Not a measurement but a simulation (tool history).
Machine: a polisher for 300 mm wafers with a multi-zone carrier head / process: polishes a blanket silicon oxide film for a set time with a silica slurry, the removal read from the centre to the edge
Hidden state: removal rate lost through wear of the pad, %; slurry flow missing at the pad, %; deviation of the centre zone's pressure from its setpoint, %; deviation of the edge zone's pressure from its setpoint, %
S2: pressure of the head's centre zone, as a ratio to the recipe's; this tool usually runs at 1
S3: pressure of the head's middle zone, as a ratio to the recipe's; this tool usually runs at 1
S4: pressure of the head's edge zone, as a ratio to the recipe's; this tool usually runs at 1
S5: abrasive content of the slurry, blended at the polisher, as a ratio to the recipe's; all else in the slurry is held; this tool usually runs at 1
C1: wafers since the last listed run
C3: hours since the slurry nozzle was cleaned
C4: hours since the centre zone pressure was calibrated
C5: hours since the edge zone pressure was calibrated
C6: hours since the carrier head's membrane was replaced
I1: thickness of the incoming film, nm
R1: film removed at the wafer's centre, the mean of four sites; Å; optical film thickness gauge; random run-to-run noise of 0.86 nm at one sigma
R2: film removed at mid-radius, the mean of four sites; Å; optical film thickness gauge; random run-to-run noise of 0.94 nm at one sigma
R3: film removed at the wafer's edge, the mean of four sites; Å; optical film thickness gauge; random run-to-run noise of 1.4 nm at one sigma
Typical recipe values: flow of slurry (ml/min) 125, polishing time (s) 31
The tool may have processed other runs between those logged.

{"run": 1, "day": 0.0, "flow of slurry (ml/min)": 125, "S2": 1, "S3": 1, "S4": 1, "S5": 1, "polishing time (s)": 31, "C1": 0, "wafers polished on this pad": 914, "C3": 461.9, "C4": 1024.6, "C5": 550.1, "C6": 40.2, "I1": 1174.1, "R1": 1239, "R2": 1388, "R3": 1345}
{"run": 2, "day": 0.696, "flow of slurry (ml/min)": 125, "S2": 1, "S3": 1, "S4": 1, "S5": 1, "polishing time (s)": 31, "C1": 139, "wafers polished on this pad": 1053, "C3": 478.6, "C4": 1041.3, "C5": 566.8, "C6": 56.9, "I1": 1185.2, "R1": 1240, "R2": 1400, "R3": 1354}
{"day": 2.067, "done": "worn pad replaced by a new one"}
{"run": 3, "day": 2.088, "flow of slurry (ml/min)": 125, "S2": 1, "S3": 1, "S4": 1, "S5": 1, "polishing time (s)": 31, "C1": 245, "wafers polished on this pad": 4, "C3": 512, "C4": 1074.7, "C5": 600.2, "C6": 90.3, "I1": 1212.9, "R1": 1226, "R2": 1397, "R3": 1380}
{"run": 4, "day": 2.462, "flow of slurry (ml/min)": 125, "S2": 1.04, "S3": 1, "S4": 1.09, "S5": 1, "polishing time (s)": 31, "C1": 75, "wafers polished on this pad": 79, "C3": 521, "C4": 1083.7, "C5": 609.2, "C6": 99.3, "I1": 1204.2, "R1": 1281, "R2": 1390, "R3": 1424}
{"day": 3.829, "done": "edge zone pressure recalibrated"}
{"run": 5, "day": 3.917, "flow of slurry (ml/min)": 125, "S2": 0.91, "S3": 1, "S4": 1, "S5": 1, "polishing time (s)": 31, "C1": 274, "wafers polished on this pad": 354, "C3": 555.9, "C4": 1118.6, "C5": 2.1, "C6": 134.2, "I1": 1199.7, "R1": 1114, "R2": 1403, "R3": 1375}
{"day": 4.05, "done": "centre zone pressure recalibrated"}
{"run": 6, "day": 5.246, "flow of slurry (ml/min)": 125, "S2": 1, "S3": 1, "S4": 1, "S5": 0.9, "polishing time (s)": 31, "C1": 249, "wafers polished on this pad": 603, "C3": 587.8, "C4": 28.7, "C5": 34, "C6": 166.1, "I1": 1175.1, "R1": 1298, "R2": 1323, "R3": 1297}
{"day": 5.946, "done": "slurry nozzle cleaned"}
{"run": 7, "day": 6.025, "flow of slurry (ml/min)": 125, "S2": 1, "S3": 1, "S4": 1, "S5": 1, "polishing time (s)": 20, "C1": 147, "wafers polished on this pad": 751, "C3": 1.9, "C4": 47.4, "C5": 52.7, "C6": 184.8, "I1": 1191.3, "R1": 883, "R2": 905, "R3": 896}
{"run": 8, "day": 6.721, "flow of slurry (ml/min)": 105, "S2": 1, "S3": 0.92, "S4": 1.09, "S5": 1, "polishing time (s)": 35, "C1": 139, "wafers polished on this pad": 890, "C3": 18.6, "C4": 64.1, "C5": 69.4, "C6": 201.5, "I1": 1176.7, "R1": 1472, "R2": 1433, "R3": 1568}
{"run": 9, "day": 7.579, "flow of slurry (ml/min)": 90, "S2": 1, "S3": 1, "S4": 1.12, "S5": 1, "polishing time (s)": 31, "C1": 171, "wafers polished on this pad": 1062, "C3": 39.2, "C4": 84.7, "C5": 90, "C6": 222.1, "I1": 1175.6, "R1": 1255, "R2": 1325, "R3": 1361}
{"day": 8.075, "done": "worn pad replaced by a new one"}
{"run": 10, "day": 8.729, "flow of slurry (ml/min)": 125, "S2": 1, "S3": 1.11, "S4": 1.1, "S5": 1, "polishing time (s)": 31, "C1": 197, "wafers polished on this pad": 131, "C3": 66.8, "C4": 112.3, "C5": 117.6, "C6": 249.7, "I1": 1173.1, "R1": 1340, "R2": 1521, "R3": 1400}
{"run": 11, "day": 9.888, "flow of slurry (ml/min)": 80, "S2": 0.94, "S3": 1.08, "S4": 1, "S5": 1.3, "polishing time (s)": 31, "C1": 232, "wafers polished on this pad": 363, "C3": 94.6, "C4": 140.1, "C5": 145.4, "C6": 277.5, "I1": 1184.5, "R1": 1275, "R2": 1518, "R3": 1408}
{"run": 12, "day": 10.912, "flow of slurry (ml/min)": 125, "S2": 1, "S3": 1, "S4": 1, "S5": 1, "polishing time (s)": 31, "C1": 205, "wafers polished on this pad": 568, "C3": 119.2, "C4": 164.7, "C5": 170, "C6": 302.1, "I1": 1200.2, "R1": 1327, "R2": 1391, "R3": 1344}
{"run": 13, "day": 11.438, "flow of slurry (ml/min)": 125, "S2": 1, "S3": 0.96, "S4": 1, "S5": 1, "polishing time (s)": 31, "C1": 105, "wafers polished on this pad": 673, "C3": 131.8, "C4": 177.3, "C5": 182.6, "C6": 314.7, "I1": 1185.1, "R1": 1311, "R2": 1347, "R3": 1358}
{"run": 14, "day": 12.129, "flow of slurry (ml/min)": 125, "S2": 1, "S3": 0.94, "S4": 1, "S5": 1, "polishing time (s)": 31, "C1": 138, "wafers polished on this pad": 812, "C3": 148.4, "C4": 193.9, "C5": 199.2, "C6": 331.3, "I1": 1211.9, "R1": 1304, "R2": 1341, "R3": 1350}
{"run": 15, "day": 13.092, "flow of slurry (ml/min)": 125, "S2": 1, "S3": 1, "S4": 1, "S5": 1, "polishing time (s)": 31, "C1": 192, "wafers polished on this pad": 1005, "C3": 171.5, "C4": 217, "C5": 222.3, "C6": 354.4, "I1": 1209.7, "R1": 1303, "R2": 1394, "R3": 1371}
{"run": 16, "day": 13.692, "flow of slurry (ml/min)": 125, "S2": 1, "S3": 1, "S4": 1, "S5": 1, "polishing time (s)": 31, "C1": 120, "wafers polished on this pad": 1125, "C3": 185.9, "C4": 231.4, "C5": 236.7, "C6": 368.8, "I1": 1217.4, "R1": 1305, "R2": 1391, "R3": 1362}
{"run": 17, "day": 14.771, "flow of slurry (ml/min)": 125, "S2": 1, "S3": 1.1, "S4": 1, "S5": 1, "polishing time (s)": 31, "C1": 216, "wafers polished on this pad": 1341, "C3": 211.8, "C4": 257.3, "C5": 262.6, "C6": 394.7, "I1": 1187.8, "R1": 1292, "R2": 1518, "R3": 1341}
{"day": 15.121, "done": "worn pad replaced by a new one"}
{"run": 18, "day": 15.767, "flow of slurry (ml/min)": 125, "S2": 1, "S3": 1, "S4": 1, "S5": 1, "polishing time (s)": 31, "C1": 166, "wafers polished on this pad": 129, "C3": 235.7, "C4": 281.2, "C5": 286.5, "C6": 418.6, "I1": 1192.6, "R1": 1292, "R2": 1400, "R3": 1351}
{"run": 19, "day": 16.671, "flow of slurry (ml/min)": 125, "S2": 1.04, "S3": 1, "S4": 1, "S5": 1, "polishing time (s)": 31, "C1": 181, "wafers polished on this pad": 310, "C3": 257.4, "C4": 302.9, "C5": 308.2, "C6": 440.3, "I1": 1201.7, "R1": 1349, "R2": 1392, "R3": 1337}
{"run": 20, "day": 17.862, "flow of slurry (ml/min)": 125, "S2": 1, "S3": 1, "S4": 1, "S5": 1, "polishing time (s)": 31, "C1": 238, "wafers polished on this pad": 549, "C3": 286, "C4": 331.5, "C5": 336.8, "C6": 468.9, "I1": 1185.8, "R1": 1286, "R2": 1388, "R3": 1330}

Predict each of these 5 candidate next runs independently; none follows another, all start after run 20:
{"run": "A", "day": 17.879, "flow of slurry (ml/min)": 125, "S2": 1, "S3": 1, "S4": 1, "S5": 1, "polishing time (s)": 31, "C1": 3, "wafers polished on this pad": 552, "C3": 286.4, "C4": 331.9, "C5": 337.2, "C6": 469.3, "I1": 1203, "R1": "?", "R2": "?", "R3": "?"}
{"run": "B", "day": 17.879, "flow of slurry (ml/min)": 125, "S2": 1, "S3": 1, "S4": 1.03, "S5": 1, "polishing time (s)": 31, "C1": 3, "wafers polished on this pad": 552, "C3": 286.4, "C4": 331.9, "C5": 337.2, "C6": 469.3, "I1": 1203, "R1": "?", "R2": "?", "R3": "?"}
{"run": "C", "day": 17.879, "flow of slurry (ml/min)": 80, "S2": 0.9, "S3": 1, "S4": 1, "S5": 0.7, "polishing time (s)": 31, "C1": 3, "wafers polished on this pad": 552, "C3": 286.4, "C4": 331.9, "C5": 337.2, "C6": 469.3, "I1": 1203, "R1": "?", "R2": "?", "R3": "?"}
{"run": "D", "day": 17.879, "flow of slurry (ml/min)": 125, "S2": 1, "S3": 1.05, "S4": 1, "S5": 1, "polishing time (s)": 31, "C1": 3, "wafers polished on this pad": 552, "C3": 286.4, "C4": 331.9, "C5": 337.2, "C6": 469.3, "I1": 1203, "R1": "?", "R2": "?", "R3": "?"}
{"run": "E", "day": 17.879, "flow of slurry (ml/min)": 125, "S2": 1.11, "S3": 1, "S4": 1, "S5": 1, "polishing time (s)": 31, "C1": 3, "wafers polished on this pad": 552, "C3": 286.4, "C4": 331.9, "C5": 337.2, "C6": 469.3, "I1": 1203, "R1": "?", "R2": "?", "R3": "?"}

run=A R1=1287 R2=1414 R3=1378
run=B R1=1287 R2=1414 R3=1396
run=C R1=888 R2=1100 R3=1099
run=D R1=1287 R2=1474 R3=1377
run=E R1=1430 R2=1413 R3=1378
With the hidden condition removed and each run's random variation left untouched, the same runs would have given:
run=A R1=1395 R2=1414 R3=1378
run=B R1=1395 R2=1414 R3=1396
run=C R1=963 R2=1100 R3=1099
run=D R1=1395 R2=1473 R3=1377
run=E R1=1549 R2=1413 R3=1378

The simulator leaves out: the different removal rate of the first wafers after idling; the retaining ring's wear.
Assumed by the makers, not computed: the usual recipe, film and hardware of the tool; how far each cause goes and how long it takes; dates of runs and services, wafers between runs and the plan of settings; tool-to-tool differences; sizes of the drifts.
